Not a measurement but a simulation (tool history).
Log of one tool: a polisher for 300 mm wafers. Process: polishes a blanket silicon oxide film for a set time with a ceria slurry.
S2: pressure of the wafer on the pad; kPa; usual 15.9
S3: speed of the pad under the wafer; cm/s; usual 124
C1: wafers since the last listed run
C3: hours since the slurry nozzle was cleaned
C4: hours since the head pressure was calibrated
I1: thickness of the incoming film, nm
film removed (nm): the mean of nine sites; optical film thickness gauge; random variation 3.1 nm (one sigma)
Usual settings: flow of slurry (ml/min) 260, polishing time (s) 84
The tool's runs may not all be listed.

Run 1, day 0: usual settings; C1 0; wafers polished on this pad 1016; C3 443.6; C4 1097.9; I1 1486.5. Result: film removed (nm) 319.3.
At day 0.325: worn pad replaced by a new one.
Run 2, day 0.546: usual settings but S3 100 cm/s; C1 112; wafers polished on this pad 64; C3 456.7; C4 1111; I1 1485.1. Result: film removed (nm) 275.3.
Run 3, day 0.838: usual settings but S3 90 cm/s; C1 86; wafers polished on this pad 151; C3 463.7; C4 1118; I1 1513. Result: film removed (nm) 248.3.
Run 4, day 1.429: usual settings; C1 175; wafers polished on this pad 326; C3 477.9; C4 1132.2; I1 1509.1. Result: film removed (nm) 343.4.
Run 5, day 1.804: usual settings; C1 111; wafers polished on this pad 437; C3 486.9; C4 1141.2; I1 1516.4. Result: film removed (nm) 343.2.
Run 6, day 2.271: usual settings but polishing time (s) 101; C1 138; wafers polished on this pad 575; C3 498.1; C4 1152.4; I1 1492.4. Result: film removed (nm) 404.2.
Run 7, day 2.55: usual settings; C1 82; wafers polished on this pad 658; C3 504.8; C4 1159.1; I1 1517.9. Result: film removed (nm) 329.2.
Run 8, day 2.829: usual settings; C1 82; wafers polished on this pad 741; C3 511.5; C4 1165.8; I1 1488.5. Result: film removed (nm) 329.5.
Run 9, day 3.346: usual settings; C1 153; wafers polished on this pad 894; C3 523.9; C4 1178.2; I1 1494.8. Result: film removed (nm) 322.6.
Run 10, day 3.95: usual settings; C1 178; wafers polished on this pad 1072; C3 538.4; C4 1192.7; I1 1526.6. Result: film removed (nm) 316.1.
At day 4.162: worn pad replaced by a new one.
Run 11, day 4.458: usual settings; C1 101; wafers polished on this pad 87; C3 550.6; C4 1204.9; I1 1528.4. Result: film removed (nm) 342.9.
Run 12, day 5.021: usual settings but S3 154 cm/s; C1 166; wafers polished on this pad 254; C3 564.1; C4 1218.4; I1 1504.3. Result: film removed (nm) 422.3.
Run 13, day 5.742: usual settings but S3 154 cm/s; C1 213; wafers polished on this pad 467; C3 581.4; C4 1235.7; I1 1531.5. Result: film removed (nm) 421.
Run 14, day 6.004: usual settings but S3 154 cm/s; C1 77; wafers polished on this pad 545; C3 587.7; C4 1242; I1 1544.1. Result: film removed (nm) 414.9.
Run 15, day 6.475: usual settings; C1 139; wafers polished on this pad 684; C3 599; C4 1253.3; I1 1515.4. Result: film removed (nm) 329.9.
Run 16, day 7.171: usual settings but S2 14.5 kPa; C1 206; wafers polished on this pad 890; C3 615.7; C4 1270; I1 1528.7. Result: film removed (nm) 299.7.
At day 7.667: worn pad replaced by a new one, of another model than before.
Run 17, day 7.7: usual settings but S2 18.6 kPa; C1 107; wafers polished on this pad 9; C3 628.4; C4 1282.7; I1 1519.6. Result: film removed (nm) 383.9.
Run 18, day 8.025: usual settings but S2 12.4 kPa; C1 96; wafers polished on this pad 105; C3 636.2; C4 1290.5; I1 1496.5. Result: film removed (nm) 286.2.
Run 19, day 8.625: usual settings but flow of slurry (ml/min) 325; C1 177; wafers polished on this pad 283; C3 650.6; C4 1304.9; I1 1500.3. Result: film removed (nm) 354.4.
Run 20, day 9.358: usual settings but flow of slurry (ml/min) 190, S3 98 cm/s, polishing time (s) 70; C1 217; wafers polished on this pad 500; C3 668.2; C4 1322.5; I1 1524.8. Result: film removed (nm) 223.7.
Run 21, day 10.083: usual settings; C1 214; wafers polished on this pad 715; C3 685.6; C4 1339.9; I1 1532.8. Result: film removed (nm) 332.2.
Run 22, day 10.554: usual settings; C1 139; wafers polished on this pad 854; C3 696.9; C4 1351.2; I1 1521.9. Result: film removed (nm) 321.6.
At day 10.938: worn pad replaced by a new one.
Run 23, day 11.138: usual settings but S2 10.3 kPa, S3 108 cm/s, polishing time (s) 75; C1 123; wafers polished on this pad 59; C3 710.9; C4 1365.2; I1 1499.2. Result: film removed (nm) 207.5.
Run 24, day 11.617: usual settings but S3 92 cm/s, polishing time (s) 56; C1 141; wafers polished on this pad 201; C3 722.4; C4 1376.7; I1 1497.3. Result: film removed (nm) 186.7.
Run 25, day 12.138: usual settings but S2 20.7 kPa; C1 154; wafers polished on this pad 355; C3 734.9; C4 1389.2; I1 1499.3. Result: film removed (nm) 408.6.
Run 26, day 12.429: usual settings but S2 10.3 kPa; C1 86; wafers polished on this pad 441; C3 741.9; C4 1396.2; I1 1539.2. Result: film removed (nm) 251.5.
Run 27, day 12.908: usual settings; C1 141; wafers polished on this pad 583; C3 753.4; C4 1407.7; I1 1524.4. Result: film removed (nm) 327.

Run 28 comes next. What will it give?
Run 28, day 13.508: usual settings but S2 11.7 kPa; C1 177; wafers polished on this pad 761; C3 767.8; C4 1422.1; I1 1519.7. Result: film removed (nm) ?.

{"run 28": {"film removed (nm)": 260.1}}
Without the tool's hidden state the same run would have given film removed (nm) 279.7.
